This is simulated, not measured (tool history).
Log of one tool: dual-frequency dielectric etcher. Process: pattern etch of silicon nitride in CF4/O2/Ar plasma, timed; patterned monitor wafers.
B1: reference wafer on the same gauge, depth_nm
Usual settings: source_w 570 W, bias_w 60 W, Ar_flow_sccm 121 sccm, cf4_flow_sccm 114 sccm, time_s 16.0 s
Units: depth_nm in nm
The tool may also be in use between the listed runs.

Run 1, hour 0.0: usual settings; B1 33.07. Result: depth_nm 36.76 nm.
Run 2, hour 37.1: usual settings; B1 33.11. Result: depth_nm 36.86 nm.
Run 3, hour 117.6: usual settings but source_w 440 W, bias_w 56 W, cf4_flow_sccm 122 sccm, time_s 13.0 s; B1 33.14. Result: depth_nm 22.17 nm.
Run 4, hour 208.8: usual settings but source_w 650 W, bias_w 46 W, Ar_flow_sccm 108 sccm, cf4_flow_sccm 88 sccm; B1 33.10. Result: depth_nm 37.03 nm.
Run 5, hour 252.3: usual settings but source_w 430 W, bias_w 51 W, Ar_flow_sccm 140 sccm; B1 33.10. Result: depth_nm 24.85 nm.
At hour 298.2: source power generator calibrated.
At hour 325.6: CF4 flow controller replaced.
At hour 355.0: upper electrode replaced.
Run 6, hour 355.5: usual settings but cf4_flow_sccm 140 sccm; B1 33.11. Result: depth_nm 37.13 nm.
Run 7, hour 442.9: usual settings; B1 33.09. Result: depth_nm 36.85 nm.
At hour 470.9: wet clean of the chamber.
Run 8, hour 531.2: usual settings but bias_w 74 W, Ar_flow_sccm 94 sccm, cf4_flow_sccm 132 sccm, time_s 13.5 s; B1 33.08. Result: depth_nm 34.90 nm.
Run 9, hour 570.5: usual settings but bias_w 64 W, cf4_flow_sccm 98 sccm; B1 33.09. Result: depth_nm 37.76 nm.
Run 10, hour 664.3: usual settings but cf4_flow_sccm 91 sccm; B1 33.10. Result: depth_nm 36.17 nm.
Run 11, hour 735.8: usual settings but cf4_flow_sccm 103 sccm; B1 33.11. Result: depth_nm 36.56 nm.
At hour 787.6: gauge calibrated.
Run 12, hour 830.1: usual settings but source_w 460 W; B1 33.08. Result: depth_nm 29.04 nm.
Run 13, hour 904.5: usual settings; B1 33.08. Result: depth_nm 36.58 nm.
At hour 920.1: bias power generator calibrated.
Run 14, hour 1002.4: usual settings but source_w 670 W, bias_w 73 W, cf4_flow_sccm 135 sccm, time_s 12.0 s; B1 33.13. Result: depth_nm 35.65 nm.
At hour 1047.2: wet clean of the chamber.
Run 15, hour 1048.4: usual settings but source_w 480 W; B1 33.09. Result: depth_nm 30.82 nm.
Run 16, hour 1095.6: usual settings but bias_w 71 W, Ar_flow_sccm 150 sccm, cf4_flow_sccm 122 sccm, time_s 18.0 s; B1 33.07. Result: depth_nm 44.09 nm.
Run 17, hour 1300.7: usual settings but bias_w 55 W; B1 33.10. Result: depth_nm 35.39 nm.
Run 18, hour 1388.2: usual settings but cf4_flow_sccm 132 sccm; B1 33.12. Result: depth_nm 37.00 nm.
Run 19, hour 1460.7: usual settings but bias_w 74 W, Ar_flow_sccm 94 sccm, cf4_flow_sccm 132 sccm, time_s 13.5 s; B1 33.04. Result: depth_nm 34.66 nm.
Run 20, hour 1550.8: usual settings but source_w 620 W, bias_w 52 W, cf4_flow_sccm 139 sccm; B1 33.15. Result: depth_nm 38.02 nm.
At hour 1579.5: wet clean of the chamber.
Run 21, hour 1592.6: usual settings; B1 33.11. Result: depth_nm 36.79 nm.
Run 22, hour 1633.3: usual settings; B1 33.07. Result: depth_nm 36.78 nm.

Forecast each of these 3 alternatives for the next run:
Run A, hour 1633.7: usual settings; B1 ?. Result: depth_nm ?.
Run B, hour 1633.7: usual settings but time_s 19.0 s; B1 ?. Result: depth_nm ?.
Run C, hour 1633.7: usual settings but cf4_flow_sccm 94 sccm, time_s 13.0 s; B1 ?. Result: depth_nm ?.

run     B1  depth_nm
  A  33.10     36.96
  B  33.10     43.89
  C  33.10     29.65
Without the tool's hidden state the same runs would have given:
run  depth_nm
  A     36.96
  B     43.89
  C     29.65
